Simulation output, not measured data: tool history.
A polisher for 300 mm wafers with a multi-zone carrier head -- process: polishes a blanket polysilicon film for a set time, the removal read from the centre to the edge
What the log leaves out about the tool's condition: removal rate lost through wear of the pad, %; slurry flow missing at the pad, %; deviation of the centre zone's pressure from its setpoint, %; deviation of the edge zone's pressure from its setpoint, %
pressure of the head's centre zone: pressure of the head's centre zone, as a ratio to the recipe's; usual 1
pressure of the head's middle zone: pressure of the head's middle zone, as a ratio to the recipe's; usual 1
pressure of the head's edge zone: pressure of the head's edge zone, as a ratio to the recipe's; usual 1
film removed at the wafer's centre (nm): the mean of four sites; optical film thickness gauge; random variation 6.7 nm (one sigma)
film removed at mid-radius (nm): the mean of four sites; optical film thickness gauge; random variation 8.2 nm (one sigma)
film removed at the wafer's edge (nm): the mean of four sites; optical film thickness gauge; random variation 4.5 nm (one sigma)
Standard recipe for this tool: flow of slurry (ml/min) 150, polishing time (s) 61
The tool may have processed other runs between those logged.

| run | day | flow of slurry (ml/min) | pressure of the head's centre zone | pressure of the head's middle zone | pressure of the head's edge zone | polishing time (s) | wafers since the last listed run | wafers polished on this pad | hours since the slurry nozzle was cleaned | hours since the centre zone pressure was calibrated | hours since the edge zone pressure was calibrated | hours since the carrier head's membrane was replaced | incoming thickness of the incoming film, nm | film removed at the wafer's centre (nm) | film removed at mid-radius (nm) | film removed at the wafer's edge (nm) |
|---|---|---|---|---|---|---|---|---|---|---|---|---|---|---|---|---|
| 1 | 0 | 150 | 1 | 1 | 1 | 61 | 0 | 537 | 417.5 | 0.4 | 64.6 | 71.6 | 1862.3 | 684.9 | 715.7 | 704.4 |
| 2 | 0.738 | 185 | 1 | 0.9 | 1.05 | 61 | 217 | 755 | 435.2 | 18.1 | 82.3 | 89.3 | 1873.7 | 691.1 | 664.6 | 732.6 |
| 3 | 1.475 | 150 | 1 | 1 | 1 | 61 | 217 | 972 | 452.9 | 35.8 | 100 | 107 | 1860.3 | 669.9 | 690.1 | 682.4 |
|  | 1.792 | slurry nozzle cleaned |
| 4 | 2.083 | 175 | 1 | 0.93 | 1 | 61 | 167 | 1139 | 7 | 50.4 | 114.6 | 121.6 | 1877.3 | 665.8 | 651.5 | 680.4 |
| 5 | 2.667 | 150 | 1.09 | 0.95 | 0.89 | 46 | 172 | 1312 | 21 | 64.4 | 128.6 | 135.6 | 1839.9 | 518.8 | 475.5 | 465.8 |
| 6 | 3.033 | 110 | 1 | 1.1 | 1 | 76 | 108 | 1420 | 29.8 | 73.2 | 137.4 | 144.4 | 1847.1 | 707 | 789.8 | 754.6 |
|  | 3.442 | worn pad replaced by a new one |
| 7 | 3.471 | 115 | 1 | 1.09 | 1.04 | 68 | 79 | 8 | 40.3 | 83.7 | 147.9 | 154.9 | 1841.7 | 727.8 | 815.4 | 773.6 |
| 8 | 3.775 | 115 | 0.92 | 1 | 1.09 | 49 | 89 | 98 | 47.6 | 91 | 155.2 | 162.2 | 1840.2 | 476.6 | 546 | 574.7 |
| 9 | 4.312 | 195 | 1 | 0.89 | 1 | 69 | 158 | 256 | 60.5 | 103.9 | 168.1 | 175.1 | 1868.2 | 824.5 | 787.7 | 828 |
| 10 | 5.008 | 105 | 1 | 1 | 1 | 61 | 205 | 462 | 77.2 | 120.6 | 184.8 | 191.8 | 1868.7 | 619.9 | 660.1 | 670.7 |
| 11 | 5.412 | 150 | 1 | 1 | 1 | 45 | 119 | 581 | 86.9 | 130.3 | 194.5 | 201.5 | 1867.9 | 511.9 | 528 | 519.5 |
| 12 | 6.392 | 150 | 1.06 | 0.91 | 0.91 | 61 | 289 | 870 | 110.4 | 153.8 | 218 | 225 | 1811.8 | 718.6 | 653 | 664.8 |
| 13 | 7.096 | 135 | 1.07 | 1.08 | 1 | 72 | 207 | 1078 | 127.3 | 170.7 | 234.9 | 241.9 | 1880.3 | 796.9 | 847.7 | 782.5 |
| 14 | 7.825 | 150 | 1 | 1 | 0.94 | 61 | 215 | 1293 | 144.8 | 188.2 | 252.4 | 259.4 | 1851.9 | 635.2 | 659.8 | 644.7 |
| 15 | 8.533 | 165 | 1 | 1 | 1 | 72 | 209 | 1502 | 161.8 | 205.2 | 269.4 | 276.4 | 1827.7 | 750.8 | 778.7 | 770.2 |
|  | 8.883 | worn pad replaced by a new one |
| 16 | 9.217 | 150 | 1.05 | 1 | 1 | 72 | 152 | 98 | 178.2 | 221.6 | 285.8 | 292.8 | 1864.8 | 857.6 | 845.6 | 863.1 |
| 17 | 9.817 | 150 | 1 | 1 | 1 | 61 | 177 | 275 | 192.6 | 236 | 300.2 | 307.2 | 1854.7 | 700.8 | 715.4 | 713.7 |
| 18 | 10.433 | 150 | 1 | 1 | 1 | 61 | 182 | 457 | 207.4 | 250.8 | 315 | 322 | 1859.2 | 700.6 | 721.9 | 718 |
| 19 | 11.062 | 150 | 0.89 | 1 | 1.07 | 61 | 185 | 643 | 222.5 | 265.9 | 330.1 | 337.1 | 1827.3 | 623.3 | 698.6 | 734.6 |
| 20 | 11.688 | 150 | 1 | 1 | 0.94 | 61 | 184 | 828 | 237.5 | 280.9 | 345.1 | 352.1 | 1872.9 | 676.6 | 704.4 | 678.3 |
| 21 | 12.342 | 150 | 1 | 1.08 | 1 | 61 | 193 | 1021 | 253.2 | 296.6 | 360.8 | 367.8 | 1843.6 | 677.9 | 747.8 | 686.6 |
| 22 | 12.808 | 150 | 1 | 1 | 1 | 61 | 137 | 1158 | 264.4 | 307.8 | 372 | 379 | 1870.6 | 650.9 | 696.1 | 674.8 |
| 23 | 13.296 | 185 | 1 | 1 | 1 | 78 | 143 | 1302 | 276.1 | 319.5 | 383.7 | 390.7 | 1866.6 | 846.3 | 886 | 871.5 |

Below are 3 alternative next runs, each starting from the tool's condition after run 23. Predict each:
| A | 13.312 | 150 | 1 | 1 | 1 | 61 | 4 | 1307 | 276.5 | 319.9 | 384.1 | 391.1 | 1860.3 | ? | ? | ? |
| B | 13.312 | 190 | 0.9 | 1 | 0.92 | 41 | 4 | 1307 | 276.5 | 319.9 | 384.1 | 391.1 | 1860.3 | ? | ? | ? |
| C | 13.312 | 180 | 1 | 1 | 1 | 61 | 4 | 1307 | 276.5 | 319.9 | 384.1 | 391.1 | 1860.3 | ? | ? | ? |

| run | film removed at the wafer's centre (nm) | film removed at mid-radius (nm) | film removed at the wafer's edge (nm) |
|---|---|---|---|
| A | 651.3 | 662.7 | 662 |
| B | 420 | 465.5 | 441.5 |
| C | 677.1 | 686 | 678.9 |
With no hidden state in the tool, these same runs would have given:
| run | film removed at the wafer's centre (nm) | film removed at mid-radius (nm) | film removed at the wafer's edge (nm) |
|---|---|---|---|
| A | 717.9 | 730.5 | 729.7 |
| B | 463 | 513.1 | 486.7 |
| C | 746.3 | 756.1 | 748.3 |

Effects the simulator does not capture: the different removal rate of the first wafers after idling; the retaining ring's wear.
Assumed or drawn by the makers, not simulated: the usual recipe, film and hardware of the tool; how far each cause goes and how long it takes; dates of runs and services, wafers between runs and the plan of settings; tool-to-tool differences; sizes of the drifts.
